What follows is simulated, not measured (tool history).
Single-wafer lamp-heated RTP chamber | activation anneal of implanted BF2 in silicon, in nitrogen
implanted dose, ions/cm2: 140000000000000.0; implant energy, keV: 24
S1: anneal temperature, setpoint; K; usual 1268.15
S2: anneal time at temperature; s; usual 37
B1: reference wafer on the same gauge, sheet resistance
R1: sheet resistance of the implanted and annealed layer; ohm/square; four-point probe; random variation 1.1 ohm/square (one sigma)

Run 1, day 0: usual settings; B1 594.89. Result: R1 704.1 ohm/square.
Run 2, day 1.8: usual settings; B1 595.05. Result: R1 705.19 ohm/square.
Run 3, day 2.496: usual settings but S1 1285.15 K; B1 594.85. Result: R1 701.91 ohm/square.
Run 4, day 2.875: usual settings but S1 1285.15 K; B1 595.09. Result: R1 700.47 ohm/square.
Run 5, day 3.55: usual settings but S2 43 s; B1 594.95. Result: R1 701.53 ohm/square.
Run 6, day 4.088: usual settings but S2 43 s; B1 595.16. Result: R1 703.47 ohm/square.
Run 7, day 4.508: usual settings but S2 25 s; B1 594.97. Result: R1 709.14 ohm/square.
Run 8, day 5.246: usual settings but S2 25 s; B1 594.93. Result: R1 707.96 ohm/square.
Run 9, day 5.883: usual settings but S2 25 s; B1 595.28. Result: R1 708.98 ohm/square.
Run 10, day 6.396: usual settings but S1 1259.15 K; B1 594.77. Result: R1 708.8 ohm/square.
Run 11, day 7.183: usual settings but S1 1259.15 K; B1 595.17. Result: R1 706.77 ohm/square.
Run 12, day 7.208: usual settings but S1 1259.15 K; B1 595.22. Result: R1 709.35 ohm/square.
Run 13, day 7.817: usual settings; B1 595.03. Result: R1 705.19 ohm/square.
Run 14, day 8.092: usual settings; B1 594.54. Result: R1 705.65 ohm/square.
Run 15, day 8.621: usual settings; B1 595.32. Result: R1 704.87 ohm/square.
Run 16, day 9.221: usual settings; B1 595.15. Result: R1 703.42 ohm/square.
Run 17, day 9.829: usual settings; B1 594.92. Result: R1 704.44 ohm/square.
Run 18, day 10.125: usual settings; B1 594.85. Result: R1 703.5 ohm/square.
Run 19, day 10.854: usual settings but S1 1256.15 K, S2 58 s; B1 595.31. Result: R1 704.62 ohm/square.
Run 20, day 11.179: usual settings; B1 594.67. Result: R1 704.82 ohm/square.
Run 21, day 12.175: usual settings but S2 46 s; B1 594.72. Result: R1 704.37 ohm/square.
Run 22, day 12.579: usual settings but S2 58 s; B1 595.03. Result: R1 700.79 ohm/square.
Run 23, day 13.233: usual settings but S1 1239.15 K, S2 20 s; B1 595.02. Result: R1 728.29 ohm/square.
Run 24, day 14.117: usual settings but S1 1297.15 K, S2 23 s; B1 594.5. Result: R1 703.35 ohm/square.
Run 25, day 14.408: usual settings; B1 594.75. Result: R1 703.21 ohm/square.
Run 26, day 15.012: usual settings but S1 1295.15 K, S2 21 s; B1 594.9. Result: R1 702.93 ohm/square.
Run 27, day 15.633: usual settings; B1 595.27. Result: R1 704.29 ohm/square.
Run 28, day 16.379: usual settings but S1 1257.15 K, S2 47 s; B1 594.89. Result: R1 707.53 ohm/square.
Run 29, day 16.683: usual settings but S1 1249.15 K, S2 51 s; B1 594.6. Result: R1 707.61 ohm/square.
Run 30, day 17.004: usual settings but S1 1292.15 K, S2 46 s; B1 595.08. Result: R1 693.73 ohm/square.
Run 31, day 17.342: usual settings but S1 1283.15 K, S2 25 s; B1 594.91. Result: R1 705.59 ohm/square.
Run 32, day 17.908: usual settings but S1 1240.15 K, S2 25 s; B1 594.97. Result: R1 720.43 ohm/square.
Run 33, day 18.6: usual settings; B1 595.11. Result: R1 705.25 ohm/square.
Run 34, day 19.017: usual settings but S1 1240.15 K; B1 595.21. Result: R1 716.56 ohm/square.
Run 35, day 19.592: usual settings but S1 1242.15 K; B1 595. Result: R1 715.47 ohm/square.
Run 36, day 20.25: usual settings but S1 1293.15 K, S2 17 s; B1 594.86. Result: R1 705.59 ohm/square.
Run 37, day 20.821: usual settings; B1 595.11. Result: R1 706.16 ohm/square.

Not shown: 5 entries that the log had between the listed runs. Between which runs, and how does the tool's hidden state differ before and after?
Between runs 1 and 2: pyrometer window cleaned and pyrometer calibrated (day 0.754)
  no hidden state differs between the two runs
Between runs 10 and 11: reflector plate cleaned (day 7.162)
  no hidden state differs between the two runs
Between runs 17 and 18: gauge calibrated (day 9.942)
  no hidden state differs between the two runs
Between runs 23 and 24: pyrometer window cleaned and pyrometer calibrated (day 13.633)
  no hidden state differs between the two runs
Between runs 32 and 33: reflector plate cleaned (day 18.529)
  no hidden state differs between the two runs
